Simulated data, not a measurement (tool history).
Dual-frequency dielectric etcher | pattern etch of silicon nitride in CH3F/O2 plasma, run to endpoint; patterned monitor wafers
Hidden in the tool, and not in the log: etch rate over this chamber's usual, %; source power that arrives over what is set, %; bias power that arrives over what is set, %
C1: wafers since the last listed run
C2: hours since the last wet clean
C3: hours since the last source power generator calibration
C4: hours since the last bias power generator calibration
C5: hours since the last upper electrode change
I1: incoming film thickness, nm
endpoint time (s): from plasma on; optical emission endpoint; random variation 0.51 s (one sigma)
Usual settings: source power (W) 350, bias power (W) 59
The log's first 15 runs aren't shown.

{"hour": 894.0, "done": "wet clean of the chamber"}
{"run": 16, "hour": 896.7, "source power (W)": 350, "bias power (W)": 59, "C1": 154, "C2": 2.7, "C3": 181.9, "C4": 4313.4, "C5": 333.1, "I1": 97.7, "endpoint time (s)": 125.5}
{"run": 17, "hour": 931.5, "source power (W)": 290, "bias power (W)": 46, "C1": 256, "C2": 37.5, "C3": 216.7, "C4": 4348.2, "C5": 367.9, "I1": 98.1, "endpoint time (s)": 147.4}
{"run": 18, "hour": 980.8, "source power (W)": 400, "bias power (W)": 64, "C1": 362, "C2": 86.8, "C3": 266, "C4": 4397.5, "C5": 417.2, "I1": 99, "endpoint time (s)": 117.3}
{"run": 19, "hour": 1012.7, "source power (W)": 350, "bias power (W)": 59, "C1": 234, "C2": 118.7, "C3": 297.9, "C4": 4429.4, "C5": 449.1, "I1": 98, "endpoint time (s)": 126.4}
{"run": 20, "hour": 1054.5, "source power (W)": 390, "bias power (W)": 70, "C1": 307, "C2": 160.5, "C3": 339.7, "C4": 4471.2, "C5": 490.9, "I1": 97.5, "endpoint time (s)": 114.5}
{"hour": 1067.8, "done": "bias power generator calibrated"}
{"run": 21, "hour": 1091.1, "source power (W)": 420, "bias power (W)": 64, "C1": 239, "C2": 197.1, "C3": 376.3, "C4": 23.3, "C5": 527.5, "I1": 98.2, "endpoint time (s)": 114.7}
{"run": 22, "hour": 1120.9, "source power (W)": 350, "bias power (W)": 45, "C1": 219, "C2": 226.9, "C3": 406.1, "C4": 53.1, "C5": 557.3, "I1": 98.1, "endpoint time (s)": 138}
{"run": 23, "hour": 1189.7, "source power (W)": 310, "bias power (W)": 54, "C1": 506, "C2": 295.7, "C3": 474.9, "C4": 121.9, "C5": 626.1, "I1": 98.6, "endpoint time (s)": 135.6}
{"run": 24, "hour": 1274.0, "source power (W)": 350, "bias power (W)": 59, "C1": 620, "C2": 380, "C3": 559.2, "C4": 206.2, "C5": 710.4, "I1": 98.8, "endpoint time (s)": 127.3}
{"run": 25, "hour": 1324.5, "source power (W)": 320, "bias power (W)": 72, "C1": 371, "C2": 430.5, "C3": 609.7, "C4": 256.7, "C5": 760.9, "I1": 98.1, "endpoint time (s)": 121.4}
{"run": 26, "hour": 1351.6, "source power (W)": 320, "bias power (W)": 51, "C1": 199, "C2": 457.6, "C3": 636.8, "C4": 283.8, "C5": 788, "I1": 99, "endpoint time (s)": 138.7}
{"hour": 1409.6, "done": "wet clean of the chamber"}
{"run": 27, "hour": 1410.1, "source power (W)": 430, "bias power (W)": 46, "C1": 253, "C2": 0.5, "C3": 695.3, "C4": 342.3, "C5": 846.5, "I1": 97.1, "endpoint time (s)": 124.3}
{"run": 28, "hour": 1453.1, "source power (W)": 350, "bias power (W)": 59, "C1": 316, "C2": 43.5, "C3": 738.3, "C4": 385.3, "C5": 889.5, "I1": 98.6, "endpoint time (s)": 126.7}
{"run": 29, "hour": 1522.1, "source power (W)": 380, "bias power (W)": 72, "C1": 507, "C2": 112.5, "C3": 807.3, "C4": 454.3, "C5": 958.5, "I1": 98.5, "endpoint time (s)": 115}

Forecast run 30:
{"run": 30, "hour": 1570.3, "source power (W)": 300, "bias power (W)": 52, "C1": 354, "C2": 160.7, "C3": 855.5, "C4": 502.5, "C5": 1006.7, "I1": 97.7, "endpoint time (s)": "?"}

{"run 30": {"endpoint time (s)": 138.3}}
Without the tool's hidden state the same run would have given endpoint time (s) 138.3.
